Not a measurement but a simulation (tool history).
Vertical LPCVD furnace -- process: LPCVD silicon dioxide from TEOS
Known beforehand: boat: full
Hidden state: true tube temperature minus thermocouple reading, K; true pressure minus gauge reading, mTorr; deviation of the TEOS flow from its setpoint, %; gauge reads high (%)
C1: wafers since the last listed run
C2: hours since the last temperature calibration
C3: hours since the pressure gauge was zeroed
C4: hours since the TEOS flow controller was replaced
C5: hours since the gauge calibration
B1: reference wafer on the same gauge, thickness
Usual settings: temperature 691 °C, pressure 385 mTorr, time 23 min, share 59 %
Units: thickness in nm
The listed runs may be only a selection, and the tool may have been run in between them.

run 1 hour=0 | temperature=691 pressure=445 time=23 share=59 | C1=0 C2=1700 C3=1705.1 C4=1648 C5=1295.8 | B1=111.98 | thickness=152.86
run 2 hour=70.6 | temperature=697 pressure=385 time=23 share=59 | C1=1078 C2=1770.6 C3=1775.7 C4=1718.6 C5=1366.4 | B1=111.89 | thickness=164.43
run 3 hour=117.7 | temperature=697 pressure=385 time=23 share=59 | C1=719 C2=1817.7 C3=1822.8 C4=1765.7 C5=1413.5 | B1=112.08 | thickness=166.11
run 4 hour=189.6 | temperature=697 pressure=385 time=23 share=59 | C1=1097 C2=1889.6 C3=1894.7 C4=1837.6 C5=1485.4 | B1=111.98 | thickness=165.09
run 5 hour=242.9 | temperature=691 pressure=385 time=23 share=52 | C1=813 C2=1942.9 C3=1948 C4=1890.9 C5=1538.7 | B1=111.85 | thickness=134.66
run 6 hour=349.4 | temperature=691 pressure=385 time=23 share=52 | C1=1626 C2=2049.4 C3=2054.5 C4=1997.4 C5=1645.2 | B1=112.05 | thickness=135.59
run 7 hour=450.3 | temperature=691 pressure=385 time=23 share=52 | C1=1540 C2=2150.3 C3=2155.4 C4=2098.3 C5=1746.1 | B1=112.11 | thickness=136.23
run 8 hour=511.2 | temperature=691 pressure=385 time=23 share=59 | C1=929 C2=2211.2 C3=2216.3 C4=2159.2 C5=1807 | B1=112.04 | thickness=145.06
run 9 hour=562.3 | temperature=691 pressure=385 time=23 share=59 | C1=780 C2=2262.3 C3=2267.4 C4=2210.3 C5=1858.1 | B1=111.95 | thickness=144.56
run 10 hour=615.5 | temperature=691 pressure=385 time=23 share=59 | C1=812 C2=2315.5 C3=2320.6 C4=2263.5 C5=1911.3 | B1=112.09 | thickness=144.84
run 11 hour=697.4 | temperature=691 pressure=385 time=23 share=64 | C1=1250 C2=2397.4 C3=2402.5 C4=2345.4 C5=1993.2 | B1=111.9 | thickness=151.01
run 12 hour=778.1 | temperature=691 pressure=385 time=23 share=64 | C1=1232 C2=2478.1 C3=2483.2 C4=2426.1 C5=2073.9 | B1=111.93 | thickness=152.25
run 13 hour=827.8 | temperature=681 pressure=310 time=23 share=69 | C1=758 C2=2527.8 C3=2532.9 C4=2475.8 C5=2123.6 | B1=111.81 | thickness=111.35
run 14 hour=880.8 | temperature=691 pressure=385 time=23 share=53 | C1=809 C2=2580.8 C3=2585.9 C4=2528.8 C5=2176.6 | B1=111.98 | thickness=137.35
-- hour=943.5 thermocouples replaced and temperature profile calibrated
run 15 hour=980.6 | temperature=691 pressure=335 time=23 share=59 | C1=1157 C2=37.1 C3=2685.7 C4=2628.6 C5=2276.4 | B1=112.06 | thickness=130.51
-- hour=1024.1 pressure gauge zeroed
-- hour=1029.2 TEOS flow controller replaced
run 16 hour=1053.3 | temperature=691 pressure=385 time=23 share=59 | C1=667 C2=109.8 C3=29.2 C4=24.1 C5=2349.1 | B1=111.98 | thickness=137.53
run 17 hour=1117.8 | temperature=691 pressure=385 time=23 share=69 | C1=984 C2=174.3 C3=93.7 C4=88.6 C5=2413.6 | B1=112.01 | thickness=148.17
run 18 hour=1164 | temperature=691 pressure=385 time=23 share=59 | C1=705 C2=220.5 C3=139.9 C4=134.8 C5=2459.8 | B1=111.89 | thickness=138.54
run 19 hour=1200.8 | temperature=691 pressure=315 time=30.5 share=55 | C1=561 C2=257.3 C3=176.7 C4=171.6 C5=2496.6 | B1=111.95 | thickness=159.84
-- hour=1268 gauge calibrated
run 20 hour=1304.1 | temperature=691 pressure=385 time=23 share=59 | C1=1577 C2=360.6 C3=280 C4=274.9 C5=36.1 | B1=111.97 | thickness=140.18
run 21 hour=1368.1 | temperature=691 pressure=385 time=23 share=59 | C1=977 C2=424.6 C3=344 C4=338.9 C5=100.1 | B1=111.92 | thickness=139.68
run 22 hour=1448.4 | temperature=683 pressure=320 time=14 share=54 | C1=1226 C2=504.9 C3=424.3 C4=419.2 C5=180.4 | B1=112.13 | thickness=61.24
run 23 hour=1528.4 | temperature=682 pressure=305 time=15 share=59 | C1=1221 C2=584.9 C3=504.3 C4=499.2 C5=260.4 | B1=111.83 | thickness=65.58
run 24 hour=1609.9 | temperature=691 pressure=320 time=23 share=66 | C1=1244 C2=666.4 C3=585.8 C4=580.7 C5=341.9 | B1=112.07 | thickness=136.14
run 25 hour=1658.4 | temperature=691 pressure=385 time=19.5 share=64 | C1=740 C2=714.9 C3=634.3 C4=629.2 C5=390.4 | B1=111.93 | thickness=123.88
run 26 hour=1754.2 | temperature=699 pressure=385 time=23 share=50 | C1=1462 C2=810.7 C3=730.1 C4=725 C5=486.2 | B1=111.77 | thickness=155.04
run 27 hour=1825.7 | temperature=684 pressure=480 time=27.5 share=63 | C1=1091 C2=882.2 C3=801.6 C4=796.5 C5=557.7 | B1=112.16 | thickness=163.88
run 28 hour=1933.2 | temperature=697 pressure=385 time=31 share=59 | C1=1641 C2=989.7 C3=909.1 C4=904 C5=665.2 | B1=112.11 | thickness=219.97
run 29 hour=2025 | temperature=691 pressure=385 time=23 share=59 | C1=1401 C2=1081.5 C3=1000.9 C4=995.8 C5=757 | B1=111.84 | thickness=141.21
run 30 hour=2082.8 | temperature=691 pressure=385 time=19.5 share=64 | C1=882 C2=1139.3 C3=1058.7 C4=1053.6 C5=814.8 | B1=112.14 | thickness=125.19

Below are 5 alternative next runs, each starting from the tool's condition after run 30. Predict each:
run A hour=2086.8 | temperature=691 pressure=385 time=30 share=59 | C1=61 C2=1143.3 C3=1062.7 C4=1057.6 C5=818.8 | B1=? | thickness=?
run B hour=2086.8 | temperature=682 pressure=300 time=28 share=68 | C1=61 C2=1143.3 C3=1062.7 C4=1057.6 C5=818.8 | B1=? | thickness=?
run C hour=2086.8 | temperature=694 pressure=385 time=23 share=59 | C1=61 C2=1143.3 C3=1062.7 C4=1057.6 C5=818.8 | B1=? | thickness=?
run D hour=2086.8 | temperature=691 pressure=385 time=23 share=68 | C1=61 C2=1143.3 C3=1062.7 C4=1057.6 C5=818.8 | B1=? | thickness=?
run E hour=2086.8 | temperature=683 pressure=460 time=16.5 share=63 | C1=61 C2=1143.3 C3=1062.7 C4=1057.6 C5=818.8 | B1=? | thickness=?

run=A B1=112.15 thickness=185.24
run=B B1=112.15 thickness=132.8
run=C B1=112.15 thickness=152.42
run=D B1=112.15 thickness=152.46
run=E B1=112.15 thickness=94.83
Take away the tool's hidden state, keep each run's random variation, and the runs would have read:
run=A thickness=177.29
run=B thickness=126.44
run=C thickness=145.91
run=D thickness=145.92
run=E thickness=90.97
